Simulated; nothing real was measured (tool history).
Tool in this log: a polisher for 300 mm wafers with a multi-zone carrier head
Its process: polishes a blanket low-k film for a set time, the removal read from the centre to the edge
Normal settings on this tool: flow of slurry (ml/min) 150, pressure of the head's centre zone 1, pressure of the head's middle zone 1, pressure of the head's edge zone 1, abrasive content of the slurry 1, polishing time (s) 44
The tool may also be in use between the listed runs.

run,hour,flow of slurry (ml/min),pressure of the head's centre zone,pressure of the head's middle zone,pressure of the head's edge zone,abrasive content of the slurry,polishing time (s),wafers since the last listed run,wafers polished on this pad,hours since the slurry nozzle was cleaned,hours since the centre zone pressure was calibrated,hours since the edge zone pressure was calibrated,hours since the carrier head's membrane was replaced,"incoming thickness of the incoming film, nm",film removed at the wafer's centre (angstrom),film removed at mid-radius (angstrom),film removed at the wafer's edge (angstrom)
1,0,150,1,1.05,1,1,44,0,481,555.1,1158.5,647,1055,516.7,227,268,250
2,17.3,150,1,1,1,1,44,223,704,572.4,1175.8,664.3,1072.3,510.1,224,262,241
3,27.1,150,1,1,1.07,1,44,126,831,582.2,1185.6,674.1,1082.1,520.2,220,264,255
4,33.9,150,1,1,1,1,44,87,918,589,1192.4,680.9,1088.9,519.6,224,265,247
# hour 52.9: centre zone pressure recalibrated
# hour 69.2: worn pad replaced by a new one
5,85.1,150,1,1,1,1,44,583,205,640.2,32.2,732.1,1140.1,507.5,251,263,246
6,93.5,150,1,1,1,1,44,108,313,648.6,40.6,740.5,1148.5,514.2,253,262,252
7,108,150,1,1.08,1,1,35,187,500,663.1,55.1,755,1163,502.3,200,224,203
8,118.3,180,0.89,1.07,1,1,48,132,633,673.4,65.4,765.3,1173.3,506.9,255,310,280
# hour 133.6: slurry nozzle cleaned
9,135.6,150,1,1,1,1,44,210,843,2,82.7,782.6,1190.6,503.1,252,268,247
10,153.1,150,1,1,1,1,49,225,1069,19.5,100.2,800.1,1208.1,519.4,282,295,274
# hour 160.3: edge zone pressure recalibrated
# hour 169.7: worn pad replaced by a new one
11,170.2,150,1,1,1,1,44,143,6,36.6,117.3,9.9,1225.2,511.6,252,267,248
# hour 181.6: carrier head's membrane replaced by a new one
12,183.3,150,1.08,1,0.96,1,44,104,110,49.7,130.4,23,1.7,517.8,272,261,246
13,199,150,0.95,1.09,1,1,44,202,313,65.4,146.1,38.7,17.4,520.4,242,286,247
14,207.6,105,0.89,1,1,1.25,33,110,424,74,154.7,47.3,26,510.9,174,207,193
15,224.5,115,0.93,1,0.96,1,36,217,642,90.9,171.6,64.2,42.9,512.4,183,206,195
16,238.6,150,1,0.92,1,1,37,181,823,105,185.7,78.3,57,510.1,212,205,204
# hour 256.5: worn pad replaced by a new one
17,257,150,0.95,0.89,1.11,1,36,185,6,123.4,204.1,96.7,75.4,506.5,193,194,207
18,294.3,150,1.09,0.89,1,1.25,44,481,487,160.7,241.4,134,112.7,505.7,301,262,275
19,308,150,1,1,0.89,1,44,176,664,174.4,255.1,147.7,126.4,519,249,266,237
20,320.7,150,1.05,0.95,1,0.8,44,163,828,187.1,267.8,160.4,139.1,509.7,237,227,226
21,338.2,150,1,1,1,1,44,225,1053,204.6,285.3,177.9,156.6,511.1,252,265,251
# hour 353: worn pad replaced by a new one
22,355.3,150,1,1,1,1,44,168,29,221.7,302.4,195,173.7,516.4,249,262,249

Each row is a separate what-if for the run after 22, all from the same tool condition, not one after another. Results?
A,355.7,150,1,1,1,1,44,5,34,222.1,302.8,195.4,174.1,502.3,?,?,?
B,355.7,150,1.1,1,1,1,44,5,34,222.1,302.8,195.4,174.1,502.3,?,?,?
C,355.7,170,1,1,1,1,54,5,34,222.1,302.8,195.4,174.1,502.3,?,?,?
D,355.7,150,0.94,1,1.06,1,44,5,34,222.1,302.8,195.4,174.1,502.3,?,?,?

run,film removed at the wafer's centre (angstrom),film removed at mid-radius (angstrom),film removed at the wafer's edge (angstrom)
A,245,260,250
B,269,260,250
C,306,324,310
D,230,260,256
With no hidden state in the tool, these same runs would have given:
run,film removed at the wafer's centre (angstrom),film removed at mid-radius (angstrom),film removed at the wafer's edge (angstrom)
A,243,260,250
B,268,260,250
C,304,324,310
D,229,260,256
